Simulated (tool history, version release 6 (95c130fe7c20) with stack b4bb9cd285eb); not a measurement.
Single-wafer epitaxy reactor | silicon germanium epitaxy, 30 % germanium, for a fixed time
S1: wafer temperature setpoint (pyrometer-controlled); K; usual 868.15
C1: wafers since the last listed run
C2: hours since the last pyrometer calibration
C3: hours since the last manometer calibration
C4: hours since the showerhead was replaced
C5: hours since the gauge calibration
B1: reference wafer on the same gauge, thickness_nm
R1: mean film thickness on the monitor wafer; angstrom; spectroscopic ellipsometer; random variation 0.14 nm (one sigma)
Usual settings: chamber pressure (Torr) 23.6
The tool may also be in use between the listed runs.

{"run": 1, "hour": 0.0, "S1": 868.15, "chamber pressure (Torr)": 23.6, "C1": 0, "C2": 2808.5, "C3": 912.8, "C4": 7626.8, "C5": 256.7, "B1": 50.621, "R1": 620.4}
{"run": 2, "hour": 31.1, "S1": 868.15, "chamber pressure (Torr)": 23.6, "C1": 506, "C2": 2839.6, "C3": 943.9, "C4": 7657.9, "C5": 287.8, "B1": 50.595, "R1": 623.07}
{"run": 3, "hour": 45.9, "S1": 868.15, "chamber pressure (Torr)": 23.6, "C1": 241, "C2": 2854.4, "C3": 958.7, "C4": 7672.7, "C5": 302.6, "B1": 50.593, "R1": 620.04}
{"run": 4, "hour": 81.1, "S1": 868.15, "chamber pressure (Torr)": 23.6, "C1": 573, "C2": 2889.6, "C3": 993.9, "C4": 7707.9, "C5": 337.8, "B1": 50.61, "R1": 618.04}
{"run": 5, "hour": 110.3, "S1": 868.15, "chamber pressure (Torr)": 23.6, "C1": 475, "C2": 2918.8, "C3": 1023.1, "C4": 7737.1, "C5": 367.0, "B1": 50.632, "R1": 617.69}
{"run": 6, "hour": 127.2, "S1": 868.15, "chamber pressure (Torr)": 23.6, "C1": 275, "C2": 2935.7, "C3": 1040.0, "C4": 7754.0, "C5": 383.9, "B1": 50.594, "R1": 620.8}
{"run": 7, "hour": 145.2, "S1": 868.15, "chamber pressure (Torr)": 25.7, "C1": 293, "C2": 2953.7, "C3": 1058.0, "C4": 7772.0, "C5": 401.9, "B1": 50.559, "R1": 653.1}
{"run": 8, "hour": 158.1, "S1": 868.15, "chamber pressure (Torr)": 25.7, "C1": 210, "C2": 2966.6, "C3": 1070.9, "C4": 7784.9, "C5": 414.8, "B1": 50.613, "R1": 654.47}
{"hour": 182.1, "done": "capacitance manometer re-zeroed and calibrated"}
{"run": 9, "hour": 182.6, "S1": 868.15, "chamber pressure (Torr)": 23.6, "C1": 268, "C2": 2991.1, "C3": 0.5, "C4": 7809.4, "C5": 439.3, "B1": 50.601, "R1": 618.62}
{"hour": 212.8, "done": "gauge calibrated"}
{"run": 10, "hour": 215.4, "S1": 877.15, "chamber pressure (Torr)": 21.9, "C1": 534, "C2": 3023.9, "C3": 33.3, "C4": 7842.2, "C5": 2.6, "B1": 50.601, "R1": 681.53}
{"run": 11, "hour": 241.2, "S1": 877.15, "chamber pressure (Torr)": 21.9, "C1": 420, "C2": 3049.7, "C3": 59.1, "C4": 7868.0, "C5": 28.4, "B1": 50.557, "R1": 679.72}
{"run": 12, "hour": 255.9, "S1": 877.15, "chamber pressure (Torr)": 21.9, "C1": 239, "C2": 3064.4, "C3": 73.8, "C4": 7882.7, "C5": 43.1, "B1": 50.577, "R1": 682.97}
{"run": 13, "hour": 275.2, "S1": 868.15, "chamber pressure (Torr)": 23.6, "C1": 314, "C2": 3083.7, "C3": 93.1, "C4": 7902.0, "C5": 62.4, "B1": 50.633, "R1": 620.5}
{"run": 14, "hour": 297.9, "S1": 868.15, "chamber pressure (Torr)": 23.6, "C1": 369, "C2": 3106.4, "C3": 115.8, "C4": 7924.7, "C5": 85.1, "B1": 50.529, "R1": 618.01}
{"run": 15, "hour": 317.6, "S1": 876.15, "chamber pressure (Torr)": 25.7, "C1": 320, "C2": 3126.1, "C3": 135.5, "C4": 7944.4, "C5": 104.8, "B1": 50.576, "R1": 746.78}
{"run": 16, "hour": 329.8, "S1": 882.15, "chamber pressure (Torr)": 18.6, "C1": 198, "C2": 3138.3, "C3": 147.7, "C4": 7956.6, "C5": 117.0, "B1": 50.619, "R1": 647.96}
{"hour": 341.8, "done": "pyrometer calibrated"}
{"hour": 369.4, "done": "showerhead replaced"}
{"run": 17, "hour": 369.9, "S1": 859.15, "chamber pressure (Torr)": 19.3, "C1": 392, "C2": 28.1, "C3": 187.8, "C4": 0.5, "C5": 157.1, "B1": 50.633, "R1": 460.93}
{"run": 18, "hour": 378.4, "S1": 868.15, "chamber pressure (Torr)": 23.6, "C1": 138, "C2": 36.6, "C3": 196.3, "C4": 9.0, "C5": 165.6, "B1": 50.607, "R1": 615.98}
{"run": 19, "hour": 398.1, "S1": 864.15, "chamber pressure (Torr)": 27.5, "C1": 320, "C2": 56.3, "C3": 216.0, "C4": 28.7, "C5": 185.3, "B1": 50.578, "R1": 641.41}
{"run": 20, "hour": 412.6, "S1": 868.15, "chamber pressure (Torr)": 23.6, "C1": 236, "C2": 70.8, "C3": 230.5, "C4": 43.2, "C5": 199.8, "B1": 50.529, "R1": 619.18}
{"run": 21, "hour": 437.5, "S1": 882.15, "chamber pressure (Torr)": 25.9, "C1": 405, "C2": 95.7, "C3": 255.4, "C4": 68.1, "C5": 224.7, "B1": 50.642, "R1": 823.89}
{"run": 22, "hour": 458.7, "S1": 868.15, "chamber pressure (Torr)": 27.3, "C1": 345, "C2": 116.9, "C3": 276.6, "C4": 89.3, "C5": 245.9, "B1": 50.665, "R1": 680.6}
{"run": 23, "hour": 494.6, "S1": 872.15, "chamber pressure (Torr)": 28.9, "C1": 584, "C2": 152.8, "C3": 312.5, "C4": 125.2, "C5": 281.8, "B1": 50.563, "R1": 751.16}
{"run": 24, "hour": 520.7, "S1": 881.15, "chamber pressure (Torr)": 23.6, "C1": 425, "C2": 178.9, "C3": 338.6, "C4": 151.3, "C5": 307.9, "B1": 50.627, "R1": 763.78}
{"run": 25, "hour": 543.4, "S1": 868.15, "chamber pressure (Torr)": 23.6, "C1": 369, "C2": 201.6, "C3": 361.3, "C4": 174.0, "C5": 330.6, "B1": 50.603, "R1": 617.97}

3 ways to go on from here, each from the tool as it stands after run 25. What would each give?
{"run": "A", "hour": 543.8, "S1": 877.15, "chamber pressure (Torr)": 23.6, "C1": 6, "C2": 202.0, "C3": 361.7, "C4": 174.4, "C5": 331.0, "B1": "?", "R1": "?"}
{"run": "B", "hour": 543.8, "S1": 880.15, "chamber pressure (Torr)": 20.9, "C1": 6, "C2": 202.0, "C3": 361.7, "C4": 174.4, "C5": 331.0, "B1": "?", "R1": "?"}
{"run": "C", "hour": 543.8, "S1": 880.15, "chamber pressure (Torr)": 18.4, "C1": 6, "C2": 202.0, "C3": 361.7, "C4": 174.4, "C5": 331.0, "B1": "?", "R1": "?"}

run=A B1=50.612 R1=715.48
run=B B1=50.612 R1=688.28
run=C B1=50.612 R1=622.02
Without the tool's hidden state the same runs would have given:
run=A R1=715.48
run=B R1=688.28
run=C R1=622.02
